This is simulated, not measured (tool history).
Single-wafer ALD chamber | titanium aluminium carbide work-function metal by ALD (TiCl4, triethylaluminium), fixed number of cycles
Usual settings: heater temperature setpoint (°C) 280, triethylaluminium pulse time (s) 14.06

| run | hour | heater temperature setpoint (°C) | triethylaluminium pulse time (s) | wafers since the last listed run | hours since the last thermocouple change | hours since the last triethylaluminium bottle change | hours since the showerhead was replaced | hours since the gauge calibration | read-back reference wafer on the same gauge, thickness_nm | mean film thickness on the monitor wafer (angstrom) |
|---|---|---|---|---|---|---|---|---|---|---|
| 1 | 0.0 | 280 | 14.06 | 0 | 1331.6 | 465.2 | 3818.2 | 659.1 | 1.470 | 17.47 |
| 2 | 53.0 | 280 | 14.06 | 547 | 1384.6 | 518.2 | 3871.2 | 712.1 | 1.470 | 17.46 |
| 3 | 97.4 | 280 | 14.06 | 458 | 1429.0 | 562.6 | 3915.6 | 756.5 | 1.470 | 17.42 |
| 4 | 360.5 | 280 | 14.06 | 2717 | 1692.1 | 825.7 | 4178.7 | 1019.6 | 1.469 | 17.36 |
|  | 558.3 | triethylaluminium bottle replaced |
| 5 | 588.6 | 280 | 17.35 | 2273 | 1920.2 | 30.3 | 4406.8 | 1247.7 | 1.470 | 17.62 |
| 6 | 663.2 | 280 | 17.35 | 770 | 1994.8 | 104.9 | 4481.4 | 1322.3 | 1.470 | 17.57 |
| 7 | 704.4 | 280 | 14.06 | 425 | 2036.0 | 146.1 | 4522.6 | 1363.5 | 1.471 | 17.51 |
| 8 | 744.1 | 280 | 14.06 | 410 | 2075.7 | 185.8 | 4562.3 | 1403.2 | 1.470 | 17.55 |
| 9 | 787.1 | 268 | 10.52 | 444 | 2118.7 | 228.8 | 4605.3 | 1446.2 | 1.470 | 16.50 |
|  | 827.6 | gauge calibrated |
| 10 | 873.6 | 292 | 9.94 | 893 | 2205.2 | 315.3 | 4691.8 | 46.0 | 1.470 | 18.10 |
|  | 882.7 | thermocouple changed; heater temperature recalibrated |
|  | 918.6 | showerhead replaced |
| 11 | 930.0 | 280 | 18.66 | 417 | 47.3 | 371.7 | 11.4 | 102.4 | 1.470 | 17.55 |
| 12 | 982.3 | 292 | 15.81 | 540 | 99.6 | 424.0 | 63.7 | 154.7 | 1.470 | 18.30 |
| 13 | 1074.1 | 280 | 17.35 | 948 | 191.4 | 515.8 | 155.5 | 246.5 | 1.469 | 17.56 |
| 14 | 1362.3 | 293 | 17.28 | 2976 | 479.6 | 804.0 | 443.7 | 534.7 | 1.471 | 18.46 |
| 15 | 1407.8 | 280 | 17.92 | 469 | 525.1 | 849.5 | 489.2 | 580.2 | 1.471 | 17.43 |
| 16 | 1446.2 | 270 | 16.33 | 396 | 563.5 | 887.9 | 527.6 | 618.6 | 1.469 | 16.68 |
| 17 | 1509.3 | 280 | 14.06 | 651 | 626.6 | 951.0 | 590.7 | 681.7 | 1.470 | 17.29 |

The same runs without the tool's hidden state, with the same run-to-run variation:
The hidden state here: wafer temperature above the value expected at the setpoint (K); triethylaluminium dose above that of a fresh bottle (%); gauge reads high (%).
| run | mean film thickness on the monitor wafer (angstrom) |
|---|---|
| 1 | 17.55 |
| 2 | 17.56 |
| 3 | 17.53 |
| 4 | 17.53 |
| 5 | 17.63 |
| 6 | 17.59 |
| 7 | 17.54 |
| 8 | 17.59 |
| 9 | 16.58 |
| 10 | 18.21 |
| 11 | 17.59 |
| 12 | 18.37 |
| 13 | 17.63 |
| 14 | 18.58 |
| 15 | 17.55 |
| 16 | 16.83 |
| 17 | 17.52 |
